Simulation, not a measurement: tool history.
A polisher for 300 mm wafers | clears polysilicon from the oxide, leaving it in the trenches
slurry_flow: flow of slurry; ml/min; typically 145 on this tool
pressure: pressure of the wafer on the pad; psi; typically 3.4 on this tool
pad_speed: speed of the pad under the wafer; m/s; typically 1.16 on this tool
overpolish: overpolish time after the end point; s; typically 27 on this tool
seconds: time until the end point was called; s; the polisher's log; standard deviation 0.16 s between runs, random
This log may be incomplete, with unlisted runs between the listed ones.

| run | hour | slurry_flow | pressure | pad_speed | overpolish | wafers since the last listed run | wafers polished on this pad | hours since the slurry nozzle was cleaned | hours since the head pressure was calibrated | incoming thickness of the incoming film, nm | seconds |
|---|---|---|---|---|---|---|---|---|---|---|---|
| 1 | 0.0 | 145 | 4.0 | 1.16 | 27 | 0 | 1369 | 226.4 | 387.5 | 351.2 | 13.9 |
| 2 | 70.7 | 145 | 3.4 | 1.16 | 27 | 801 | 2170 | 297.1 | 458.2 | 353.0 | 16.5 |
| 3 | 93.4 | 145 | 3.4 | 1.16 | 27 | 257 | 2428 | 319.8 | 480.9 | 357.8 | 16.9 |
| 4 | 107.3 | 145 | 3.4 | 1.16 | 27 | 157 | 2585 | 333.7 | 494.8 | 342.1 | 16.6 |
| 5 | 120.1 | 145 | 3.4 | 1.16 | 27 | 145 | 2730 | 346.5 | 507.6 | 347.0 | 16.5 |
|  | 129.2 | head pressure recalibrated |
|  | 129.5 | worn pad replaced by a new one |
| 6 | 146.7 | 185 | 3.4 | 1.16 | 27 | 275 | 194 | 373.1 | 17.5 | 348.2 | 15.2 |
|  | 157.5 | slurry nozzle cleaned |
| 7 | 181.9 | 185 | 3.4 | 1.16 | 27 | 387 | 582 | 24.4 | 52.7 | 350.2 | 15.4 |
| 8 | 213.8 | 185 | 3.4 | 1.16 | 27 | 361 | 944 | 56.3 | 84.6 | 348.6 | 15.4 |
| 9 | 226.7 | 145 | 3.4 | 1.16 | 27 | 146 | 1090 | 69.2 | 97.5 | 347.8 | 16.0 |
| 10 | 254.0 | 145 | 3.4 | 1.16 | 27 | 309 | 1399 | 96.5 | 124.8 | 347.4 | 15.9 |
| 11 | 285.1 | 145 | 3.4 | 1.16 | 27 | 352 | 1751 | 127.6 | 155.9 | 348.4 | 16.6 |
| 12 | 300.5 | 145 | 3.4 | 1.16 | 27 | 174 | 1926 | 143.0 | 171.3 | 349.0 | 16.5 |
| 13 | 328.1 | 190 | 2.3 | 1.26 | 12 | 312 | 2239 | 170.6 | 198.9 | 352.5 | 21.8 |
| 14 | 344.5 | 145 | 3.4 | 1.16 | 27 | 185 | 2425 | 187.0 | 215.3 | 343.1 | 16.2 |
|  | 359.9 | worn pad replaced by a new one |
| 15 | 371.2 | 145 | 3.4 | 1.42 | 12 | 257 | 127 | 213.7 | 242.0 | 349.6 | 12.7 |
| 16 | 383.7 | 180 | 2.4 | 1.16 | 27 | 141 | 269 | 226.2 | 254.5 | 355.4 | 22.1 |
| 17 | 414.4 | 110 | 3.4 | 1.06 | 27 | 347 | 617 | 256.9 | 285.2 | 352.1 | 18.8 |
| 18 | 438.5 | 145 | 3.4 | 1.16 | 21 | 273 | 890 | 281.0 | 309.3 | 354.2 | 16.2 |
| 19 | 470.2 | 190 | 3.4 | 1.16 | 27 | 359 | 1249 | 312.7 | 341.0 | 353.5 | 15.6 |
| 20 | 516.8 | 145 | 3.0 | 1.16 | 27 | 528 | 1777 | 359.3 | 387.6 | 343.0 | 18.4 |
|  | 541.1 | slurry nozzle cleaned |
| 21 | 545.1 | 105 | 2.8 | 1.16 | 35 | 309 | 2086 | 4.0 | 415.9 | 346.4 | 21.3 |
| 22 | 558.8 | 130 | 3.4 | 1.16 | 22 | 155 | 2242 | 17.7 | 429.6 | 347.2 | 16.7 |
|  | 565.3 | worn pad replaced by a new one |
|  | 580.0 | head pressure recalibrated |
| 23 | 589.7 | 145 | 2.6 | 1.00 | 27 | 282 | 253 | 48.6 | 9.7 | 344.4 | 23.8 |
| 24 | 610.4 | 145 | 3.4 | 1.16 | 19 | 234 | 488 | 69.3 | 30.4 | 347.9 | 16.0 |
| 25 | 629.3 | 145 | 3.4 | 1.40 | 27 | 214 | 702 | 88.2 | 49.3 | 349.5 | 12.9 |
| 26 | 649.1 | 130 | 2.7 | 1.36 | 12 | 224 | 926 | 108.0 | 69.1 | 349.0 | 17.6 |
| 27 | 681.9 | 165 | 3.4 | 1.28 | 27 | 371 | 1298 | 140.8 | 101.9 | 354.2 | 14.5 |
| 28 | 703.0 | 130 | 2.7 | 1.36 | 12 | 239 | 1537 | 161.9 | 123.0 | 347.6 | 17.9 |
| 29 | 720.4 | 115 | 3.1 | 1.30 | 39 | 197 | 1734 | 179.3 | 140.4 | 342.2 | 16.6 |
| 30 | 755.9 | 145 | 3.4 | 1.16 | 27 | 402 | 2136 | 214.8 | 175.9 | 344.9 | 16.3 |
|  | 762.5 | worn pad replaced by a new one |
| 31 | 771.7 | 145 | 3.4 | 1.16 | 27 | 133 | 103 | 230.6 | 191.7 | 350.7 | 15.7 |
| 32 | 806.4 | 145 | 3.4 | 1.16 | 27 | 393 | 497 | 265.3 | 226.4 | 350.7 | 16.3 |
| 33 | 841.8 | 145 | 3.4 | 0.88 | 27 | 401 | 898 | 300.7 | 261.8 | 350.3 | 21.3 |
| 34 | 871.1 | 145 | 3.4 | 1.16 | 27 | 332 | 1230 | 330.0 | 291.1 | 347.8 | 16.1 |
| 35 | 907.0 | 145 | 3.4 | 1.16 | 27 | 406 | 1637 | 365.9 | 327.0 | 349.6 | 16.1 |

Here are 4 independent what-if runs from the current tool condition. What would each one return?
| A | 907.4 | 145 | 3.4 | 1.16 | 27 | 4 | 1641 | 366.3 | 327.4 | 348.4 | ? |
| B | 907.4 | 120 | 2.7 | 1.40 | 18 | 4 | 1641 | 366.3 | 327.4 | 348.4 | ? |
| C | 907.4 | 190 | 2.7 | 1.16 | 20 | 4 | 1641 | 366.3 | 327.4 | 348.4 | ? |
| D | 907.4 | 120 | 3.4 | 1.16 | 27 | 4 | 1641 | 366.3 | 327.4 | 348.4 | ? |

| run | seconds |
|---|---|
| A | 16.2 |
| B | 17.6 |
| C | 19.5 |
| D | 16.9 |
Take away the tool's hidden state, keep each run's random variation, and the runs would have read:
| run | seconds |
|---|---|
| A | 15.6 |
| B | 17.0 |
| C | 18.8 |
| D | 16.3 |

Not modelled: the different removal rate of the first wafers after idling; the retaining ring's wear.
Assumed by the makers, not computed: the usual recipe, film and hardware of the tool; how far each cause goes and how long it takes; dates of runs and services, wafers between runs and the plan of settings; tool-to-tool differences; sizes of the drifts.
